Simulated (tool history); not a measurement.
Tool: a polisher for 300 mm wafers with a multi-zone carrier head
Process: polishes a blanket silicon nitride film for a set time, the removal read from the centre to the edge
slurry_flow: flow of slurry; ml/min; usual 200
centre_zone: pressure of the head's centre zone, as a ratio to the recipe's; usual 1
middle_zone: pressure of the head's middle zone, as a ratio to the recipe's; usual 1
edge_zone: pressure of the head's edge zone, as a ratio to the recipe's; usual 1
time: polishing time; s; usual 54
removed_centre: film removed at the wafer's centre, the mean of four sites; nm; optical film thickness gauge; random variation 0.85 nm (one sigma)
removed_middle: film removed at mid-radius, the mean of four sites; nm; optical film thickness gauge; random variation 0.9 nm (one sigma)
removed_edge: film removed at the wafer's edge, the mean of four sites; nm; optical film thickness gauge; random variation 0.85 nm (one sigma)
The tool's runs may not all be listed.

run,day,slurry_flow,centre_zone,middle_zone,edge_zone,time,wafers since the last listed run,wafers polished on this pad,hours since the slurry nozzle was cleaned,hours since the centre zone pressure was calibrated,hours since the edge zone pressure was calibrated,hours since the carrier head's membrane was replaced,"incoming thickness of the incoming film, nm",removed_centre,removed_middle,removed_edge
1,0,200,1,1,1,54,0,663,534.5,512.6,1409,1094.3,642.8,87.4,93.7,96
# day 0.696: worn pad replaced by a new one
2,0.717,200,1,1,1,54,151,5,551.7,529.8,1426.2,1111.5,638.7,94,101.7,104.4
3,1.338,200,1,1,1,54,170,176,566.6,544.7,1441.1,1126.4,634.3,91.5,96.2,100.3
4,1.65,200,1,1,1,54,85,262,574.1,552.2,1448.6,1133.9,628,89.7,95.4,99.3
5,2.004,255,1,1.05,1,54,97,360,582.6,560.7,1457.1,1142.4,622.7,91.7,102,102
6,2.7,200,1,1,1,39,191,551,599.3,577.4,1473.8,1159.1,624,64.2,67.7,70.3
# day 3.146: carrier head's membrane replaced by a new one
# day 3.525: worn pad replaced by a new one
7,3.546,200,1,1,1,39,129,5,619.6,597.7,1494.1,9.6,629.1,66.9,71.9,76.2
8,4.038,200,1,1,1,39,135,140,631.4,609.5,1505.9,21.4,625.5,65.1,70.3,74.7
9,4.55,150,1,1,1,54,141,281,643.7,621.8,1518.2,33.7,630.5,84.4,92.4,97.7
10,4.842,165,0.97,1.09,1,54,80,361,650.7,628.8,1525.2,40.7,627.5,82.9,100,96.1
# day 5.988: edge zone pressure recalibrated
# day 6.029: worn pad replaced by a new one
# day 6.725: centre zone pressure recalibrated
11,6.746,230,1,0.94,1,54,467,174,696.4,0.5,18.2,86.4,624.2,99.3,92,101.4
# day 7.096: slurry nozzle cleaned
12,7.304,200,1,0.96,1,61,142,316,5,13.9,31.6,99.8,629.5,108.2,102.7,110.7
13,7.754,200,0.92,1.03,1,54,123,440,15.8,24.7,42.4,110.6,634.5,88.2,95.2,99.2
14,8.412,200,1,1,1,54,181,621,31.6,40.5,58.2,126.4,622.1,94.6,92.5,95.9
15,8.854,200,0.9,1.08,1,54,121,743,42.2,51.1,68.8,137,627.8,85.3,101.7,98.1
# day 9.279: worn pad replaced by a new one
16,9.55,230,0.89,0.96,1,54,145,74,58.9,67.8,85.5,153.7,635.4,90.5,95.7,101.9
17,9.962,200,1,1,1,54,113,187,68.8,77.7,95.4,163.6,628.3,95.6,95.5,99.5

Forecast each of these 5 alternatives for the next run:
A,9.979,200,1,1,1,63,4,192,69.2,78.1,95.8,164,620.9,?,?,?
B,9.979,200,1,1,1,47,4,192,69.2,78.1,95.8,164,620.9,?,?,?
C,9.979,200,1.06,1,1,54,4,192,69.2,78.1,95.8,164,620.9,?,?,?
D,9.979,200,1,1,1.06,54,4,192,69.2,78.1,95.8,164,620.9,?,?,?
E,9.979,145,1,0.94,1,54,4,192,69.2,78.1,95.8,164,620.9,?,?,?

run,removed_centre,removed_middle,removed_edge
A,112.4,111.9,117.1
B,83.9,83.5,87.4
C,101.7,95.9,100.4
D,96.4,95.9,103.3
E,91.7,87.1,97.3
Without the tool's hidden state the same runs would have given:
run,removed_centre,removed_middle,removed_edge
A,120.4,117.8,123.3
B,89.8,87.9,92
C,108.9,101,105.7
D,103.2,101,108.8
E,98.1,91.7,102.4

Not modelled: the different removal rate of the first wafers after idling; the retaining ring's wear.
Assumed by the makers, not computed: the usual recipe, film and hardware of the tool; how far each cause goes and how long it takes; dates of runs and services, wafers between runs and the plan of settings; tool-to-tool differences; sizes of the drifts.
